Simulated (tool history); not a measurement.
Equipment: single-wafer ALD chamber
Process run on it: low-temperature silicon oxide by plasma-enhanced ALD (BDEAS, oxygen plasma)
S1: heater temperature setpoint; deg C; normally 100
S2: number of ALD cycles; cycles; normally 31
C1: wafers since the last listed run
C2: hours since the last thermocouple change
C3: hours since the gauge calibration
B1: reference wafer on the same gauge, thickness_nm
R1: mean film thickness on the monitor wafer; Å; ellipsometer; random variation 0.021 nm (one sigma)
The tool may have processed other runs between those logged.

Run 1, day 0: usual settings but S2 27 cycles; C1 0; C2 987.7; C3 263.6; B1 5.245. Result: R1 38.94 Å.
At day 1.908: thermocouple changed; heater temperature recalibrated.
Run 2, day 1.929: usual settings; C1 201; C2 0.5; C3 309.9; B1 5.24. Result: R1 44.45 Å.
Run 3, day 5.929: usual settings; C1 505; C2 96.5; C3 405.9; B1 5.228. Result: R1 44.19 Å.
Run 4, day 8.862: usual settings but S1 109 deg C; C1 370; C2 166.9; C3 476.3; B1 5.233. Result: R1 42.88 Å.
Run 5, day 12.583: usual settings; C1 470; C2 256.2; C3 565.6; B1 5.239. Result: R1 44.44 Å.
Run 6, day 16.267: usual settings; C1 465; C2 344.6; C3 654; B1 5.234. Result: R1 44.68 Å.
Run 7, day 18.538: usual settings; C1 287; C2 399.1; C3 708.5; B1 5.241. Result: R1 44.65 Å.
Run 8, day 21.942: usual settings; C1 430; C2 480.8; C3 790.2; B1 5.241. Result: R1 44.86 Å.
Run 9, day 23.596: usual settings; C1 209; C2 520.5; C3 829.9; B1 5.232. Result: R1 44.92 Å.
Run 10, day 28.546: usual settings but S1 114 deg C, S2 33 cycles; C1 625; C2 639.3; C3 948.7; B1 5.249. Result: R1 45.71 Å.
Run 11, day 32.842: usual settings; C1 543; C2 742.4; C3 1051.8; B1 5.239. Result: R1 44.98 Å.
At day 37.188: thermocouple changed; heater temperature recalibrated.
Run 12, day 37.208: usual settings but S1 87 deg C, S2 28 cycles; C1 509; C2 0.5; C3 1156.6; B1 5.242. Result: R1 41.46 Å.
At day 37.833: gauge calibrated.
Run 13, day 38.908: usual settings but S1 112 deg C, S2 37 cycles; C1 214; C2 41.3; C3 25.8; B1 5.238. Result: R1 51.36 Å.
Run 14, day 41.754: usual settings but S2 26 cycles; C1 359; C2 109.6; C3 94.1; B1 5.235. Result: R1 37.08 Å.
Run 15, day 44.838: usual settings but S1 114 deg C, S2 33 cycles; C1 389; C2 183.6; C3 168.1; B1 5.238. Result: R1 45.75 Å.
Run 16, day 46.45: usual settings but S1 88 deg C, S2 35 cycles; C1 203; C2 222.3; C3 206.8; B1 5.245. Result: R1 52.82 Å.
Run 17, day 48.975: usual settings but S1 111 deg C; C1 319; C2 282.9; C3 267.4; B1 5.245. Result: R1 43.54 Å.
Run 18, day 52.912: usual settings but S1 89 deg C, S2 28 cycles; C1 497; C2 377.4; C3 361.9; B1 5.253. Result: R1 42.48 Å.

Below are 5 alternative next runs, each starting from the tool's condition after run 18. Predict each:
Run A, day 52.933: usual settings; C1 2; C2 377.9; C3 362.4; B1 ?. Result: R1 ?.
Run B, day 52.933: usual settings but S1 91 deg C, S2 34 cycles; C1 2; C2 377.9; C3 362.4; B1 ?. Result: R1 ?.
Run C, day 52.933: usual settings but S1 113 deg C; C1 2; C2 377.9; C3 362.4; B1 ?. Result: R1 ?.
Run D, day 52.933: usual settings but S1 93 deg C, S2 34 cycles; C1 2; C2 377.9; C3 362.4; B1 ?. Result: R1 ?.
Run E, day 52.933: usual settings but S1 106 deg C, S2 29 cycles; C1 2; C2 377.9; C3 362.4; B1 ?. Result: R1 ?.

run     B1     R1
  A  5.236  44.73
  B  5.236  50.85
  C  5.236  43.15
  D  5.236  50.45
  E  5.236  40.96
With no hidden state in the tool, these same runs would have given:
run     R1
  A  43.92
  B  49.95
  C  42.74
  D  49.56
  E  40.58

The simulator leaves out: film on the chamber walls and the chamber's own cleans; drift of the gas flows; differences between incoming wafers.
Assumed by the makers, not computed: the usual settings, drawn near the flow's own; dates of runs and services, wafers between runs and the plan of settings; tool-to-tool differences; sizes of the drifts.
